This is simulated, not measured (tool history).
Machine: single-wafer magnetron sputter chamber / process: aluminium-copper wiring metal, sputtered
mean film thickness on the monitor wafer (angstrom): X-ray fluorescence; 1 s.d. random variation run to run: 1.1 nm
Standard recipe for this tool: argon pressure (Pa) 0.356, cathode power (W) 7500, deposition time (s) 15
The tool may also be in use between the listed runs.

run,day,argon pressure (Pa),cathode power (W),deposition time (s),"read-back reference wafer on the same gauge, thickness_nm",mean film thickness on the monitor wafer (angstrom)
1,0,0.419,7500,17.3,228.753,2483.26
2,0.879,0.419,7500,17.3,229.102,2460.56
3,4.496,0.356,8950,14.3,229,2477.61
4,5.25,0.356,8950,14.3,229.211,2480.83
5,6.492,0.356,8950,14.3,228.922,2464.42
6,7.221,0.356,7900,15,228.999,2314.42
7,8.475,0.356,7900,15,229.048,2312.69
8,9.204,0.356,7900,15,228.859,2284
9,10.221,0.356,7500,15,229.396,2198
10,11.708,0.356,7500,15,228.888,2192.06
11,13.146,0.356,7500,15,228.619,2190.68
12,14.942,0.282,8450,17,229,2862.53
13,15.892,0.356,7500,15,229.24,2171.57
14,16.933,0.462,7500,17.1,228.783,2413.2
15,17.725,0.356,8700,15,229.142,2514.16
16,18.65,0.232,8050,18,229.133,2978.53
17,19.354,0.356,8700,15,228.807,2551.63
18,20.642,0.356,6100,15,229.073,1769.88
19,21.175,0.466,7500,12.2,229.109,1702.39
20,21.812,0.356,7500,15,228.991,2192.86
21,23.254,0.356,9350,15,229.347,2709.4
22,23.9,0.356,7500,13.9,228.98,2032.32
23,24.75,0.356,7500,15,228.842,2181.33

Put back what was entered between runs (5 entries, withheld): which listed runs does each sit between, and how does the hidden state differ from the listed run before to the listed run after?
From run 4 to run 5: sputter target and shields replaced (day 5.688)
  the hidden state is the same at both runs
From run 8 to run 9: capacitance manometer re-zeroed and calibrated (day 10.138)
  the hidden state is the same at both runs
From run 9 to run 10: magnet pack replaced (day 11.496)
  the hidden state is the same at both runs
From run 12 to run 13: gauge calibrated (day 15.838)
  the hidden state is the same at both runs
From run 14 to run 15: sputter target and shields replaced (day 17.417)
  the hidden state is the same at both runs

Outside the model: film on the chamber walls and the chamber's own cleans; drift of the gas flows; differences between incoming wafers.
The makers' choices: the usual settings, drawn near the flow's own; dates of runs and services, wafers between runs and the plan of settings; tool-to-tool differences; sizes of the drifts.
